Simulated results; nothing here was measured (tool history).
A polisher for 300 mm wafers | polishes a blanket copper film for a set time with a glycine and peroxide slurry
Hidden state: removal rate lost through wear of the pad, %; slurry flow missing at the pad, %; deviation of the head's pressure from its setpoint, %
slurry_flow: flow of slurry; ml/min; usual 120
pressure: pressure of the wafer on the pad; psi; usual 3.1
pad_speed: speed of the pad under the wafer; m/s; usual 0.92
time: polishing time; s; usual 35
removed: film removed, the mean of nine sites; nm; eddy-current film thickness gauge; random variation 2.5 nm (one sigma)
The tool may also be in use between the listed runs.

run,hour,slurry_flow,pressure,pad_speed,time,wafers since the last listed run,wafers polished on this pad,hours since the slurry nozzle was cleaned,hours since the head pressure was calibrated,"incoming thickness of the incoming film, nm",removed
1,0.0,120,3.1,0.92,35,0,952,649.8,142.7,2222.1,171.6
2,27.9,120,3.1,0.92,35,419,1371,677.7,170.6,2250.4,167.3
3,40.4,120,3.1,0.92,35,187,1559,690.2,183.1,2272.2,160.2
# hour 50.1: worn pad replaced by a new one
4,50.6,120,3.1,0.92,35,93,7,700.4,193.3,2226.5,164.4
5,62.6,120,3.1,0.92,42,180,188,712.4,205.3,2270.8,191.4
6,71.8,120,3.1,0.92,35,138,326,721.6,214.5,2292.7,158.4
# hour 88.0: slurry nozzle cleaned
7,88.5,120,3.1,0.92,35,235,562,0.5,231.2,2248.9,203.0
8,99.5,120,3.1,0.72,35,165,727,11.5,242.2,2291.0,166.5
9,111.7,120,3.1,0.76,35,183,910,23.7,254.4,2254.0,172.6
10,118.7,120,3.1,0.92,35,105,1015,30.7,261.4,2265.6,202.9
11,132.0,120,3.1,0.92,35,199,1215,44.0,274.7,2254.1,200.7
12,139.5,120,3.1,0.92,35,112,1328,51.5,282.2,2306.1,197.9
13,147.2,120,3.1,0.92,35,115,1443,59.2,289.9,2260.6,198.6
# hour 165.1: worn pad replaced by a new one
14,179.8,120,3.1,1.14,35,429,221,91.8,322.5,2298.5,235.1
# hour 191.6: head pressure recalibrated
15,213.0,120,2.7,1.18,44,468,690,125.0,21.4,2298.5,282.7
16,225.8,90,2.3,0.92,23,192,882,137.8,34.2,2232.9,98.3
17,243.2,120,3.1,0.78,30,261,1143,155.2,51.6,2303.9,151.8
18,256.5,90,2.8,0.92,35,199,1343,168.5,64.9,2282.5,171.2
19,272.9,85,3.1,0.72,35,246,1589,184.9,81.3,2244.7,149.7
# hour 284.4: worn pad replaced by a new one
20,285.3,120,3.1,0.72,35,126,13,197.3,93.7,2283.3,165.1
21,296.0,120,2.1,0.92,35,160,174,208.0,104.4,2271.1,158.3
22,311.1,120,3.1,0.92,35,226,400,223.1,119.5,2259.3,197.8
23,323.6,100,3.4,0.68,39,187,588,235.6,132.0,2218.7,177.2
24,336.7,120,3.1,1.14,35,196,785,248.7,145.1,2222.2,238.1
25,346.2,120,3.1,0.92,35,142,928,258.2,154.6,2254.8,194.1
26,352.6,120,3.1,0.92,35,96,1024,264.6,161.0,2269.8,197.9
27,363.4,100,3.9,1.20,26,162,1186,275.4,171.8,2268.5,196.4
28,374.0,155,3.4,0.92,44,159,1345,286.0,182.4,2284.3,270.5
29,384.3,120,3.1,0.92,35,154,1500,296.3,192.7,2301.0,192.9
30,392.0,120,3.1,0.76,35,115,1616,304.0,200.4,2295.1,167.8
# hour 406.8: worn pad replaced by a new one
31,407.3,120,2.3,0.92,35,169,7,319.3,215.7,2271.1,163.2
32,411.5,150,2.3,0.92,35,63,70,323.5,219.9,2306.7,176.5
33,426.4,120,3.1,0.92,38,223,294,338.4,234.8,2254.4,213.4
34,441.3,120,2.4,0.70,35,223,517,353.3,249.7,2265.1,138.5
35,447.8,140,3.1,0.92,29,97,615,359.8,256.2,2274.5,167.6
36,464.9,120,3.1,0.68,42,256,872,376.9,273.3,2284.3,182.3

The same runs without the tool's hidden state, with the same run-to-run variation:
run,removed
1,203.9
2,204.3
3,198.2
4,205.9
5,243.4
6,204.0
7,206.5
8,169.4
9,175.6
10,206.5
11,204.3
12,201.4
13,202.3
14,239.7
15,288.8
16,101.2
17,155.4
18,176.8
19,155.3
20,169.7
21,162.9
22,203.9
23,184.1
24,246.3
25,201.0
26,205.2
27,205.5
28,278.9
29,201.1
30,175.1
31,170.9
32,183.2
33,224.2
34,146.0
35,175.7
36,193.3

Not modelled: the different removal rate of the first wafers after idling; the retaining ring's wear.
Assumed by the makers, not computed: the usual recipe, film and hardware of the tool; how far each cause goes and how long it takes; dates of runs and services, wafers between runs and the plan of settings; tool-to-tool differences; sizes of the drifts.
